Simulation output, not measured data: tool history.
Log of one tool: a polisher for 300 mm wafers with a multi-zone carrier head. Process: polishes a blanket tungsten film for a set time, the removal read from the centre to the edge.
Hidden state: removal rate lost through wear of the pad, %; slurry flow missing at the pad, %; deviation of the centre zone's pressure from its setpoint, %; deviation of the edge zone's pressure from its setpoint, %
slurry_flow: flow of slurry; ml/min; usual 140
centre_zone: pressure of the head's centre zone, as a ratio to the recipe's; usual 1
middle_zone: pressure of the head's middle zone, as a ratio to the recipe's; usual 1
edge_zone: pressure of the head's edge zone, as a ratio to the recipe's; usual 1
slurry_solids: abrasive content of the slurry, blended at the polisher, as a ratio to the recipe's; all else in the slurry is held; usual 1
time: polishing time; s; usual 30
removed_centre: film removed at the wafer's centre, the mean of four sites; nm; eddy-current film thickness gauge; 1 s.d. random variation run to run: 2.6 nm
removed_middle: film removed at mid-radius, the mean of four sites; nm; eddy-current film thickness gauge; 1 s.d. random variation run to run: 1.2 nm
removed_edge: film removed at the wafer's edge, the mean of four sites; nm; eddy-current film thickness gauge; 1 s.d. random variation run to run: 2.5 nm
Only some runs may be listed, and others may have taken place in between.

| run | day | slurry_flow | centre_zone | middle_zone | edge_zone | slurry_solids | time | wafers since the last listed run | wafers polished on this pad | hours since the slurry nozzle was cleaned | hours since the centre zone pressure was calibrated | hours since the edge zone pressure was calibrated | hours since the carrier head's membrane was replaced | incoming thickness of the incoming film, nm | removed_centre | removed_middle | removed_edge |
|---|---|---|---|---|---|---|---|---|---|---|---|---|---|---|---|---|---|
| 1 | 0 | 140 | 1 | 1 | 1 | 0.8 | 30 | 0 | 338 | 122.1 | 629.1 | 151.4 | 120.8 | 1228.8 | 189 | 180 | 185.4 |
| 2 | 0.675 | 115 | 0.95 | 1 | 1 | 1 | 30 | 186 | 524 | 138.3 | 645.3 | 167.6 | 137 | 1226.6 | 179.5 | 180.2 | 187.6 |
| 3 | 1.296 | 140 | 1 | 1 | 1 | 1 | 30 | 171 | 695 | 153.2 | 660.2 | 182.5 | 151.9 | 1215.3 | 197.1 | 190 | 191.3 |
|  | 1.671 | centre zone pressure recalibrated |
| 4 | 1.979 | 140 | 1 | 1 | 0.93 | 0.85 | 30 | 165 | 860 | 169.6 | 7.4 | 198.9 | 168.3 | 1225.3 | 185.5 | 183.4 | 177.7 |
| 5 | 2.4 | 165 | 1 | 1 | 1 | 0.8 | 30 | 115 | 976 | 179.7 | 17.5 | 209 | 178.4 | 1222.2 | 191.8 | 187.4 | 187.8 |
| 6 | 3.054 | 140 | 1.1 | 1 | 1 | 1 | 30 | 180 | 1157 | 195.4 | 33.2 | 224.7 | 194.1 | 1257.3 | 207.9 | 187.5 | 192.6 |
|  | 4.271 | worn pad replaced by a new one |
| 7 | 4.292 | 140 | 1.11 | 1 | 1 | 0.8 | 36 | 295 | 5 | 225.1 | 62.9 | 254.4 | 223.8 | 1224 | 245.7 | 214.7 | 219.5 |
| 8 | 4.612 | 140 | 1 | 1 | 1 | 0.8 | 20 | 88 | 94 | 232.8 | 70.6 | 262.1 | 231.5 | 1232.4 | 122.8 | 120 | 122.7 |
| 9 | 5.217 | 120 | 0.9 | 0.96 | 0.94 | 1 | 30 | 166 | 260 | 247.3 | 85.1 | 276.6 | 246 | 1224.7 | 170.1 | 176.3 | 183.3 |
| 10 | 5.492 | 140 | 1 | 1 | 1 | 1 | 30 | 75 | 336 | 253.9 | 91.7 | 283.2 | 252.6 | 1227 | 193 | 190.3 | 189.1 |
| 11 | 5.929 | 100 | 1 | 1 | 1 | 0.75 | 30 | 120 | 457 | 264.4 | 102.2 | 293.7 | 263.1 | 1225.6 | 168.5 | 166.4 | 168.8 |
| 12 | 6.267 | 140 | 1 | 1 | 1 | 1 | 30 | 93 | 550 | 272.5 | 110.3 | 301.8 | 271.2 | 1240 | 196.1 | 189 | 191.1 |
| 13 | 6.633 | 125 | 1 | 1 | 1 | 1.15 | 30 | 101 | 651 | 281.3 | 119.1 | 310.6 | 280 | 1236.3 | 194.6 | 190.4 | 193.4 |
| 14 | 7.342 | 140 | 1 | 0.95 | 0.93 | 1 | 30 | 195 | 846 | 298.3 | 136.1 | 327.6 | 297 | 1210 | 188 | 180.9 | 185.4 |
| 15 | 7.662 | 140 | 1 | 1 | 0.93 | 0.85 | 30 | 88 | 934 | 306 | 143.8 | 335.3 | 304.7 | 1253.9 | 187.6 | 183.1 | 181.5 |
| 16 | 7.996 | 140 | 1 | 0.89 | 0.89 | 1 | 33 | 91 | 1026 | 314 | 151.8 | 343.3 | 312.7 | 1213.4 | 213.6 | 186.3 | 201 |
| 17 | 8.579 | 140 | 0.92 | 1 | 0.9 | 0.75 | 25 | 160 | 1187 | 328 | 165.8 | 357.3 | 326.7 | 1217.1 | 144.9 | 148.4 | 148.1 |
| 18 | 9.138 | 125 | 0.97 | 0.95 | 0.9 | 1 | 30 | 153 | 1341 | 341.4 | 179.2 | 370.7 | 340.1 | 1253.3 | 183.8 | 176.9 | 181.9 |
| 19 | 9.75 | 105 | 1 | 1.04 | 1 | 1 | 30 | 168 | 1510 | 356.1 | 193.9 | 385.4 | 354.8 | 1214.7 | 176.6 | 183.6 | 187.1 |
|  | 10.025 | worn pad replaced by a new one |
| 20 | 10.183 | 140 | 1.09 | 1 | 1.11 | 1 | 30 | 73 | 43 | 366.5 | 204.3 | 395.8 | 365.2 | 1227.8 | 204.7 | 188.4 | 195.9 |
| 21 | 10.638 | 140 | 0.89 | 1 | 0.89 | 1 | 21 | 125 | 168 | 377.4 | 215.2 | 406.7 | 376.1 | 1209.4 | 125.2 | 131.8 | 130 |
| 22 | 11.088 | 165 | 1 | 1 | 1 | 0.9 | 25 | 124 | 292 | 388.2 | 226 | 417.5 | 386.9 | 1247.6 | 163 | 160.4 | 160.4 |

Consider 4 possible next runs. They are alternatives, not a sequence: every one starts from the tool as it was left by run 22. What does each give?
| A | 11.104 | 140 | 1.05 | 1 | 1 | 1 | 30 | 4 | 297 | 388.6 | 226.4 | 417.9 | 387.3 | 1223.1 | ? | ? | ? |
| B | 11.104 | 155 | 1 | 1 | 1.07 | 1.15 | 30 | 4 | 297 | 388.6 | 226.4 | 417.9 | 387.3 | 1223.1 | ? | ? | ? |
| C | 11.104 | 140 | 1 | 1.06 | 1 | 1 | 30 | 4 | 297 | 388.6 | 226.4 | 417.9 | 387.3 | 1223.1 | ? | ? | ? |
| D | 11.104 | 165 | 1 | 0.89 | 1 | 1.15 | 30 | 4 | 297 | 388.6 | 226.4 | 417.9 | 387.3 | 1223.1 | ? | ? | ? |

| run | removed_centre | removed_middle | removed_edge |
|---|---|---|---|
| A | 204 | 189.8 | 188.5 |
| B | 205.8 | 198.4 | 201.1 |
| C | 196.5 | 199.4 | 188.4 |
| D | 208.2 | 182 | 197.9 |
Stripped of hidden state, with their random variation kept, the same runs would have yielded:
| run | removed_centre | removed_middle | removed_edge |
|---|---|---|---|
| A | 204 | 189.8 | 188.5 |
| B | 205.8 | 198.4 | 201.1 |
| C | 196.5 | 199.4 | 188.4 |
| D | 208.2 | 182 | 197.9 |
